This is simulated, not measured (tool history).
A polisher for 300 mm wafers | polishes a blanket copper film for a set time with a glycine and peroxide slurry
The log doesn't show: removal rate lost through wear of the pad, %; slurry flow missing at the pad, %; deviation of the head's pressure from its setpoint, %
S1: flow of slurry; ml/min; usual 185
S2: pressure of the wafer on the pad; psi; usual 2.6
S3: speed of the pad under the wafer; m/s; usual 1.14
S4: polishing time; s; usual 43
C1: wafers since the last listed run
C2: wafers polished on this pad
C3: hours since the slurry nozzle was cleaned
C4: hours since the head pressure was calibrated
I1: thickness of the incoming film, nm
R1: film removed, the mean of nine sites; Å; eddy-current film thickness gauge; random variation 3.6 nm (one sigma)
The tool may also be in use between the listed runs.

| run | hour | S1 | S2 | S3 | S4 | C1 | C2 | C3 | C4 | I1 | R1 |
|---|---|---|---|---|---|---|---|---|---|---|---|
| 1 | 0 | 185 | 2.6 | 1.14 | 43 | 0 | 618 | 463.2 | 887.9 | 1086.6 | 2420 |
|  | 32.6 | worn pad replaced by a new one |
|  | 50.2 | slurry nozzle cleaned |
| 2 | 57.8 | 185 | 2.6 | 1.14 | 43 | 430 | 197 | 7.6 | 945.7 | 1069 | 2470 |
| 3 | 97.2 | 185 | 2.6 | 1.14 | 43 | 321 | 519 | 47 | 985.1 | 1054.4 | 2361 |
|  | 151.9 | worn pad replaced by a new one |
| 4 | 169 | 185 | 2.6 | 1.14 | 43 | 553 | 139 | 118.8 | 1056.9 | 1067 | 2526 |
| 5 | 210.6 | 185 | 2.6 | 1.14 | 43 | 339 | 479 | 160.4 | 1098.5 | 1062.7 | 2315 |
| 6 | 251.9 | 185 | 2.9 | 1.14 | 43 | 337 | 816 | 201.7 | 1139.8 | 1080.1 | 2419 |
|  | 264.3 | worn pad replaced by a new one |
| 7 | 286.2 | 185 | 2.6 | 1.14 | 43 | 247 | 178 | 236 | 1174.1 | 1059.5 | 2421 |
|  | 338.8 | head pressure recalibrated |
| 8 | 349.4 | 155 | 1.9 | 1.14 | 43 | 499 | 678 | 299.2 | 10.6 | 1078.6 | 1957 |
| 9 | 381.4 | 185 | 2.6 | 1.14 | 43 | 261 | 939 | 331.2 | 42.6 | 1066 | 2316 |
|  | 402.9 | worn pad replaced by a new one |
| 10 | 450.7 | 185 | 1.9 | 1.02 | 43 | 532 | 390 | 400.5 | 111.9 | 1071.6 | 1857 |
| 11 | 488 | 125 | 2 | 0.9 | 47 | 304 | 694 | 437.8 | 149.2 | 1065 | 1706 |
|  | 501.2 | slurry nozzle cleaned |
|  | 514.2 | worn pad replaced by a new one |
| 12 | 555.2 | 185 | 2.6 | 1.14 | 43 | 507 | 334 | 54 | 216.4 | 1095.3 | 2413 |
| 13 | 597.7 | 185 | 2.6 | 1.14 | 43 | 346 | 681 | 96.5 | 258.9 | 1063.5 | 2328 |
| 14 | 631.4 | 215 | 2.1 | 1.02 | 43 | 274 | 956 | 130.2 | 292.6 | 1069.8 | 1935 |

Forecast each of these 3 alternatives for the next run:
| A | 631.8 | 185 | 2.6 | 1.14 | 43 | 3 | 959 | 130.6 | 293 | 1066.6 | ? |
| B | 631.8 | 185 | 2.2 | 1.5 | 43 | 3 | 959 | 130.6 | 293 | 1066.6 | ? |
| C | 631.8 | 185 | 2 | 1.14 | 43 | 3 | 959 | 130.6 | 293 | 1066.6 | ? |

| run | R1 |
|---|---|
| A | 2293 |
| B | 2664 |
| C | 2028 |
Without the tool's hidden state the same runs would have given:
| run | R1 |
|---|---|
| A | 2651 |
| B | 3080 |
| C | 2345 |

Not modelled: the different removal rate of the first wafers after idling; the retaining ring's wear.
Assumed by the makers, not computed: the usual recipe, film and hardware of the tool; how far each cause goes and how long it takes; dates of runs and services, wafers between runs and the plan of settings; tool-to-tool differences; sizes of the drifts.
